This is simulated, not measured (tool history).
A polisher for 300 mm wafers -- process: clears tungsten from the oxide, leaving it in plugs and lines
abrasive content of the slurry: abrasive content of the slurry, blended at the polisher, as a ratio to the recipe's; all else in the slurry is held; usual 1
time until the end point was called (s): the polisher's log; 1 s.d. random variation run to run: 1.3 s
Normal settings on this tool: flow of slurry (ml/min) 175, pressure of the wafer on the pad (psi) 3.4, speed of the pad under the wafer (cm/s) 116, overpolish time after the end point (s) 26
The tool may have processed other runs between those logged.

run	hour	flow of slurry (ml/min)	pressure of the wafer on the pad (psi)	speed of the pad under the wafer (cm/s)	abrasive content of the slurry	overpolish time after the end point (s)	wafers since the last listed run	wafers polished on this pad	hours since the slurry nozzle was cleaned	hours since the head pressure was calibrated	hours since the slurry blender was calibrated	hours since the slurry got fresh peroxide	incoming thickness of the incoming film, nm	time until the end point was called (s)
1	0	175	3.4	116	1	16	0	366	799.6	1464	305.2	238.2	511.7	106.5
# hour 22.6: slurry nozzle cleaned
2	26.8	175	3.4	116	1	16	199	566	4.2	1490.8	332	265	509.7	108.4
3	72.2	175	3.4	116	1	26	351	918	49.6	1536.2	377.4	310.4	513.1	107.3
4	107	175	3.4	116	1	26	269	1187	84.4	1571	412.2	345.2	508.5	107.3
# hour 114.7: head pressure recalibrated
# hour 127.5: slurry blender recalibrated
5	149.6	175	3.4	116	1	26	298	1486	127	34.9	22.1	387.8	504.9	96.3
# hour 161.5: slurry tank refilled with fresh slurry and peroxide
6	216.1	175	3.4	116	1	26	507	1993	193.5	101.4	88.6	54.6	518.2	99.8
7	279.4	175	3.4	116	1	26	490	2484	256.8	164.7	151.9	117.9	511.7	100.5
# hour 317.8: worn pad replaced by a new one
8	342.4	175	3.4	94	1	26	456	190	319.8	227.7	214.9	180.9	506.4	123.3
9	392.5	175	3.4	116	0.8	17	387	578	369.9	277.8	265	231	508.9	110
# hour 568: slurry blender recalibrated
10	572.6	175	3.4	116	1	26	1379	1957	550	457.9	4.6	411.1	505.2	94.1
# hour 593.7: slurry tank refilled with fresh slurry and peroxide
11	623.7	175	3.4	150	1	11	387	2345	601.1	509	55.7	30	502.8	74.4
12	672.8	175	3.4	116	1	26	380	2725	650.2	558.1	104.8	79.1	504.3	95.9
# hour 706.1: worn pad replaced by a new one
13	706.6	175	3.4	88	0.9	33	230	3	684	591.9	138.6	112.9	503.7	130.8
# hour 730.7: slurry nozzle cleaned
14	749.6	175	4	116	1	26	325	329	18.9	634.9	181.6	155.9	502.3	84.4
15	805.2	175	3.4	128	1.3	26	430	759	74.5	690.5	237.2	211.5	510.5	87
16	833	175	3.4	116	0.9	19	215	975	102.3	718.3	265	239.3	512.6	110.8
17	900	175	3	80	0.75	12	518	1493	169.3	785.3	332	306.3	515.4	183.1
# hour 927.4: slurry tank refilled with fresh slurry and peroxide
18	939.4	230	2.9	116	1	41	297	1791	208.7	824.7	371.4	12	506.4	122.2
19	986.2	175	3.4	116	1	26	362	2153	255.5	871.5	418.2	58.8	512	109.6
# hour 1014.1: slurry blender recalibrated
20	1051.4	175	3.4	116	1.2	26	489	2643	320.7	936.7	37.3	124	513.7	92.2
21	1113.6	175	3.4	116	1	26	481	3124	382.9	998.9	99.5	186.2	512.8	98.9
# hour 1120.2: worn pad replaced by a new one
22	1176.7	175	3.4	150	1.15	39	457	437	446	1062	162.6	249.3	506.4	74.6
23	1222.1	175	2.8	140	1	26	351	788	491.4	1107.4	208	294.7	511.2	104.6
24	1270.2	225	3.4	90	1	26	372	1161	539.5	1155.5	256.1	342.8	508.8	128.9
# hour 1316.9: slurry tank refilled with fresh slurry and peroxide
25	1322.5	175	3.4	116	1	26	397	1558	591.8	1207.8	308.4	5.6	512.9	104.9
26	1388.7	175	4.1	116	1	40	512	2071	658	1274	374.6	71.8	512.5	92.6

4 options for the next run, each taken on its own from the tool as it stands now. Forecast them:
A	1389.2	175	3.4	116	1	17	3	2075	658.5	1274.5	375.1	72.3	508.7	?
B	1389.2	175	2.4	116	1	18	3	2075	658.5	1274.5	375.1	72.3	508.7	?
C	1389.2	135	4.5	136	1	37	3	2075	658.5	1274.5	375.1	72.3	508.7	?
D	1389.2	175	3.4	154	1.3	26	3	2075	658.5	1274.5	375.1	72.3	508.7	?

run	time until the end point was called (s)
A	109.1
B	154.6
C	72.9
D	78.1
With the hidden condition removed and each run's random variation left untouched, the same runs would have given:
run	time until the end point was called (s)
A	96.2
B	136.2
C	64.2
D	68.5

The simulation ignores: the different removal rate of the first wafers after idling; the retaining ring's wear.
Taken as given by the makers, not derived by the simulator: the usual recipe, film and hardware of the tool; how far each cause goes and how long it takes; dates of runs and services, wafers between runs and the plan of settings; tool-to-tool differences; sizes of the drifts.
